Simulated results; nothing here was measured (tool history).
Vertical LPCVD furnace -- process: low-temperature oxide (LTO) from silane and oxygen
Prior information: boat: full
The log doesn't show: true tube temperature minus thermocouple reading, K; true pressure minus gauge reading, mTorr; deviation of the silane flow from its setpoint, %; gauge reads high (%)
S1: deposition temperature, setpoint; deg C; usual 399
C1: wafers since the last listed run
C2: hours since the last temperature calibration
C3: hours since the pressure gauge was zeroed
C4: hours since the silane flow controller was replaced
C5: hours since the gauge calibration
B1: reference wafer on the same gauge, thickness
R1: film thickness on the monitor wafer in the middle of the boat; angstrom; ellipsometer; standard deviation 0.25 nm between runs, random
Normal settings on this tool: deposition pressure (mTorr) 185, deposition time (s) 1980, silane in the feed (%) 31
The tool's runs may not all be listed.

{"run": 1, "hour": 0.0, "S1": 399, "deposition pressure (mTorr)": 160, "deposition time (s)": 1980, "silane in the feed (%)": 31, "C1": 0, "C2": 4629.1, "C3": 4244.4, "C4": 4036.4, "C5": 261.6, "B1": 185.03, "R1": 1416.3}
{"run": 2, "hour": 13.9, "S1": 399, "deposition pressure (mTorr)": 185, "deposition time (s)": 1980, "silane in the feed (%)": 31, "C1": 230, "C2": 4643.0, "C3": 4258.3, "C4": 4050.3, "C5": 275.5, "B1": 185.01, "R1": 1636.3}
{"run": 3, "hour": 34.5, "S1": 399, "deposition pressure (mTorr)": 185, "deposition time (s)": 1980, "silane in the feed (%)": 31, "C1": 341, "C2": 4663.6, "C3": 4278.9, "C4": 4070.9, "C5": 296.1, "B1": 185.05, "R1": 1638.6}
{"run": 4, "hour": 46.9, "S1": 399, "deposition pressure (mTorr)": 185, "deposition time (s)": 1980, "silane in the feed (%)": 31, "C1": 205, "C2": 4676.0, "C3": 4291.3, "C4": 4083.3, "C5": 308.5, "B1": 184.97, "R1": 1635.5}
{"run": 5, "hour": 77.6, "S1": 399, "deposition pressure (mTorr)": 185, "deposition time (s)": 1980, "silane in the feed (%)": 31, "C1": 508, "C2": 4706.7, "C3": 4322.0, "C4": 4114.0, "C5": 339.2, "B1": 184.93, "R1": 1634.8}
{"run": 6, "hour": 105.3, "S1": 399, "deposition pressure (mTorr)": 185, "deposition time (s)": 1980, "silane in the feed (%)": 31, "C1": 458, "C2": 4734.4, "C3": 4349.7, "C4": 4141.7, "C5": 366.9, "B1": 185.07, "R1": 1632.7}
{"run": 7, "hour": 124.7, "S1": 399, "deposition pressure (mTorr)": 185, "deposition time (s)": 1980, "silane in the feed (%)": 31, "C1": 321, "C2": 4753.8, "C3": 4369.1, "C4": 4161.1, "C5": 386.3, "B1": 184.91, "R1": 1635.2}
{"run": 8, "hour": 140.7, "S1": 399, "deposition pressure (mTorr)": 185, "deposition time (s)": 1980, "silane in the feed (%)": 31, "C1": 265, "C2": 4769.8, "C3": 4385.1, "C4": 4177.1, "C5": 402.3, "B1": 185.03, "R1": 1631.2}
{"run": 9, "hour": 170.8, "S1": 399, "deposition pressure (mTorr)": 185, "deposition time (s)": 2340, "silane in the feed (%)": 31, "C1": 498, "C2": 4799.9, "C3": 4415.2, "C4": 4207.2, "C5": 432.4, "B1": 184.95, "R1": 1926.6}
{"hour": 180.3, "done": "gauge calibrated"}
{"run": 10, "hour": 193.9, "S1": 399, "deposition pressure (mTorr)": 155, "deposition time (s)": 2730, "silane in the feed (%)": 31, "C1": 382, "C2": 4823.0, "C3": 4438.3, "C4": 4230.3, "C5": 13.6, "B1": 185.07, "R1": 1883.0}
{"hour": 220.0, "done": "thermocouples replaced and temperature profile calibrated"}
{"run": 11, "hour": 227.6, "S1": 399, "deposition pressure (mTorr)": 170, "deposition time (s)": 1980, "silane in the feed (%)": 31, "C1": 160, "C2": 7.6, "C3": 4472.0, "C4": 4264.0, "C5": 47.3, "B1": 184.95, "R1": 1424.4}
{"run": 12, "hour": 261.9, "S1": 399, "deposition pressure (mTorr)": 185, "deposition time (s)": 1980, "silane in the feed (%)": 29, "C1": 568, "C2": 41.9, "C3": 4506.3, "C4": 4298.3, "C5": 81.6, "B1": 184.94, "R1": 1404.9}
{"hour": 286.6, "done": "pressure gauge zeroed"}
{"hour": 339.8, "done": "silane flow controller replaced"}
{"run": 13, "hour": 362.3, "S1": 399, "deposition pressure (mTorr)": 185, "deposition time (s)": 2340, "silane in the feed (%)": 31, "C1": 867, "C2": 142.3, "C3": 75.7, "C4": 22.5, "C5": 182.0, "B1": 184.97, "R1": 1962.0}
{"run": 14, "hour": 390.8, "S1": 394, "deposition pressure (mTorr)": 185, "deposition time (s)": 1980, "silane in the feed (%)": 31, "C1": 472, "C2": 170.8, "C3": 104.2, "C4": 51.0, "C5": 210.5, "B1": 185.01, "R1": 1558.2}
{"run": 15, "hour": 425.7, "S1": 406, "deposition pressure (mTorr)": 185, "deposition time (s)": 1980, "silane in the feed (%)": 31, "C1": 578, "C2": 205.7, "C3": 139.1, "C4": 85.9, "C5": 245.4, "B1": 185.11, "R1": 1800.6}
{"run": 16, "hour": 454.0, "S1": 389, "deposition pressure (mTorr)": 185, "deposition time (s)": 1980, "silane in the feed (%)": 33, "C1": 468, "C2": 234.0, "C3": 167.4, "C4": 114.2, "C5": 273.7, "B1": 185.0, "R1": 1609.4}
{"run": 17, "hour": 469.7, "S1": 393, "deposition pressure (mTorr)": 205, "deposition time (s)": 1770, "silane in the feed (%)": 27, "C1": 260, "C2": 249.7, "C3": 183.1, "C4": 129.9, "C5": 289.4, "B1": 184.99, "R1": 1241.2}
{"run": 18, "hour": 496.1, "S1": 399, "deposition pressure (mTorr)": 200, "deposition time (s)": 1440, "silane in the feed (%)": 31, "C1": 437, "C2": 276.1, "C3": 209.5, "C4": 156.3, "C5": 315.8, "B1": 185.07, "R1": 1308.7}

Forecast each of these 3 alternatives for the next run:
{"run": "A", "hour": 499.6, "S1": 399, "deposition pressure (mTorr)": 185, "deposition time (s)": 1980, "silane in the feed (%)": 33, "C1": 57, "C2": 279.6, "C3": 213.0, "C4": 159.8, "C5": 319.3, "B1": "?", "R1": "?"}
{"run": "B", "hour": 499.6, "S1": 408, "deposition pressure (mTorr)": 160, "deposition time (s)": 2580, "silane in the feed (%)": 29, "C1": 57, "C2": 279.6, "C3": 213.0, "C4": 159.8, "C5": 319.3, "B1": "?", "R1": "?"}
{"run": "C", "hour": 499.6, "S1": 399, "deposition pressure (mTorr)": 210, "deposition time (s)": 1440, "silane in the feed (%)": 27, "C1": 57, "C2": 279.6, "C3": 213.0, "C4": 159.8, "C5": 319.3, "B1": "?", "R1": "?"}

run=A B1=185.05 R1=1812.3
run=B B1=185.05 R1=1884.9
run=C B1=185.05 R1=1114.0
The same runs, with their run-to-run variation unchanged, on a tool lacking any hidden condition would have given:
run=A R1=1811.2
run=B R1=1884.7
run=C R1=1114.1
